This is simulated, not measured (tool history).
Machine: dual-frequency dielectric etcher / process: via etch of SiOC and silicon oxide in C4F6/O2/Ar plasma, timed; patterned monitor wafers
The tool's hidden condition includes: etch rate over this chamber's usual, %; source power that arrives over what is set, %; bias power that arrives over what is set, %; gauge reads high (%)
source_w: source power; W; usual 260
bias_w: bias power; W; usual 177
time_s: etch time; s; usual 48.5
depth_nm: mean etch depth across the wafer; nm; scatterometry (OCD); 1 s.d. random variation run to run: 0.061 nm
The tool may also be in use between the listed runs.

run   hour  source_w  bias_w  time_s  wafers since the last listed run  hours since the last wet clean  hours since the last source power generator calibration  hours since the last bias power generator calibration  hours since the last upper electrode change  hours since the gauge calibration  read-back reference wafer on the same gauge, depth_nm  depth_nm
  1    0.0       260     177    48.5                                 0                           215.8                                                   1738.8                                                 4501.7                                       4014.8                              229.8                                                  41.30     38.43
  2   31.3       260     177    48.5                               330                           247.1                                                   1770.1                                                 4533.0                                       4046.1                              261.1                                                  41.29     38.39
  3   73.4       240     177    48.5                               444                           289.2                                                   1812.2                                                 4575.1                                       4088.2                              303.2                                                  41.32     37.25
  4  110.0       240     177    48.5                               386                           325.8                                                   1848.8                                                 4611.7                                       4124.8                              339.8                                                  41.28     37.24
  5  157.1       260     177    48.5                               496                           372.9                                                   1895.9                                                 4658.8                                       4171.9                              386.9                                                  41.32     38.34
  6  185.7       260     177    48.5                               301                           401.5                                                   1924.5                                                 4687.4                                       4200.5                              415.5                                                  41.32     38.31
  7  217.5       260     177    48.5                               335                           433.3                                                   1956.3                                                 4719.2                                       4232.3                              447.3                                                  41.31     38.16
     244.5  -- wet clean of the chamber
  8  277.8       260     177    48.5                               382                            33.3                                                   2016.6                                                 4779.5                                       4292.6                              507.6                                                  41.30     38.52
     322.7  -- upper electrode replaced
  9  331.7       260     177    48.5                               315                            87.2                                                   2070.5                                                 4833.4                                          9.0                              561.5                                                  41.29     38.34
 10  367.5       260     177    48.5                               377                           123.0                                                   2106.3                                                 4869.2                                         44.8                              597.3                                                  41.32     38.48
 11  404.2       260     177    48.5                               387                           159.7                                                   2143.0                                                 4905.9                                         81.5                              634.0                                                  41.32     38.31
     479.7  -- gauge calibrated
 12  509.3       260     177    48.5                              1108                           264.8                                                   2248.1                                                 5011.0                                        186.6                               29.6                                                  41.29     38.22

Run 13 is up next; what results do you expect?
 13  545.8       210     217    61.5                               385                           301.3                                                   2284.6                                                 5047.5                                        223.1                               66.1                                                      ?         ?

Run 13 gave read-back reference wafer on the same gauge, depth_nm 41.33, depth_nm 47.20 nm.
Minus the tool's unlogged condition, the same run would have read depth_nm 48.32 nm.
